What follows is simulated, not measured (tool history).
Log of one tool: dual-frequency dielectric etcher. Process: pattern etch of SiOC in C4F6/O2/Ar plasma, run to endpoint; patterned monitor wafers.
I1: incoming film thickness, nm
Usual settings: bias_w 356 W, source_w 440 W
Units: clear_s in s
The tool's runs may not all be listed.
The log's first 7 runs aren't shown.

{"run": 8, "hour": 407.1, "bias_w": 356, "source_w": 440, "I1": 51.9, "clear_s": 18.6}
{"run": 9, "hour": 445.4, "bias_w": 356, "source_w": 440, "I1": 51.5, "clear_s": 18.1}
{"run": 10, "hour": 506.4, "bias_w": 356, "source_w": 440, "I1": 51.6, "clear_s": 18.2}
{"run": 11, "hour": 552.7, "bias_w": 356, "source_w": 440, "I1": 50.9, "clear_s": 17.8}
{"run": 12, "hour": 580.5, "bias_w": 356, "source_w": 410, "I1": 51.9, "clear_s": 18.6}
{"hour": 634.3, "done": "wet clean of the chamber"}
{"run": 13, "hour": 634.8, "bias_w": 356, "source_w": 410, "I1": 51.6, "clear_s": 19.4}
{"run": 14, "hour": 789.5, "bias_w": 356, "source_w": 440, "I1": 51.8, "clear_s": 18.6}
{"hour": 841.6, "done": "bias power generator calibrated"}
{"hour": 926.3, "done": "source power generator calibrated"}
{"run": 15, "hour": 965.2, "bias_w": 356, "source_w": 440, "I1": 51.6, "clear_s": 18.3}
{"hour": 1009.5, "done": "wet clean of the chamber"}
{"run": 16, "hour": 1010.0, "bias_w": 424, "source_w": 480, "I1": 51.9, "clear_s": 17.4}
{"hour": 1067.1, "done": "upper electrode replaced"}
{"run": 17, "hour": 1067.6, "bias_w": 384, "source_w": 390, "I1": 51.4, "clear_s": 18.9}
{"run": 18, "hour": 1089.8, "bias_w": 319, "source_w": 440, "I1": 51.6, "clear_s": 19.3}
{"run": 19, "hour": 1118.0, "bias_w": 425, "source_w": 490, "I1": 51.5, "clear_s": 17.0}
{"run": 20, "hour": 1168.6, "bias_w": 356, "source_w": 440, "I1": 51.4, "clear_s": 18.6}
{"run": 21, "hour": 1217.3, "bias_w": 436, "source_w": 520, "I1": 51.4, "clear_s": 16.1}
{"run": 22, "hour": 1273.0, "bias_w": 356, "source_w": 440, "I1": 51.4, "clear_s": 18.3}
{"run": 23, "hour": 1334.0, "bias_w": 326, "source_w": 520, "I1": 51.4, "clear_s": 17.9}
{"run": 24, "hour": 1360.9, "bias_w": 380, "source_w": 440, "I1": 51.6, "clear_s": 17.8}
{"hour": 1401.9, "done": "wet clean of the chamber"}
{"run": 25, "hour": 1432.0, "bias_w": 356, "source_w": 440, "I1": 51.4, "clear_s": 18.8}
{"run": 26, "hour": 1589.2, "bias_w": 426, "source_w": 490, "I1": 51.3, "clear_s": 16.8}
{"run": 27, "hour": 1618.9, "bias_w": 430, "source_w": 400, "I1": 50.9, "clear_s": 17.4}
{"run": 28, "hour": 1666.0, "bias_w": 356, "source_w": 440, "I1": 51.3, "clear_s": 18.2}
{"run": 29, "hour": 1700.3, "bias_w": 404, "source_w": 380, "I1": 51.1, "clear_s": 18.2}
{"run": 30, "hour": 1738.5, "bias_w": 418, "source_w": 540, "I1": 51.9, "clear_s": 16.2}
{"run": 31, "hour": 1778.2, "bias_w": 293, "source_w": 360, "I1": 50.8, "clear_s": 20.4}

Forecast each of these 4 alternatives for the next run:
{"run": "A", "hour": 1778.6, "bias_w": 356, "source_w": 530, "I1": 51.5, "clear_s": "?"}
{"run": "B", "hour": 1778.6, "bias_w": 356, "source_w": 350, "I1": 51.5, "clear_s": "?"}
{"run": "C", "hour": 1778.6, "bias_w": 388, "source_w": 470, "I1": 51.5, "clear_s": "?"}
{"run": "D", "hour": 1778.6, "bias_w": 418, "source_w": 500, "I1": 51.5, "clear_s": "?"}

run=A clear_s=17.0
run=B clear_s=19.2
run=C clear_s=17.1
run=D clear_s=16.3
Without the tool's hidden state the same runs would have given:
run=A clear_s=17.8
run=B clear_s=20.1
run=C clear_s=17.9
run=D clear_s=17.0
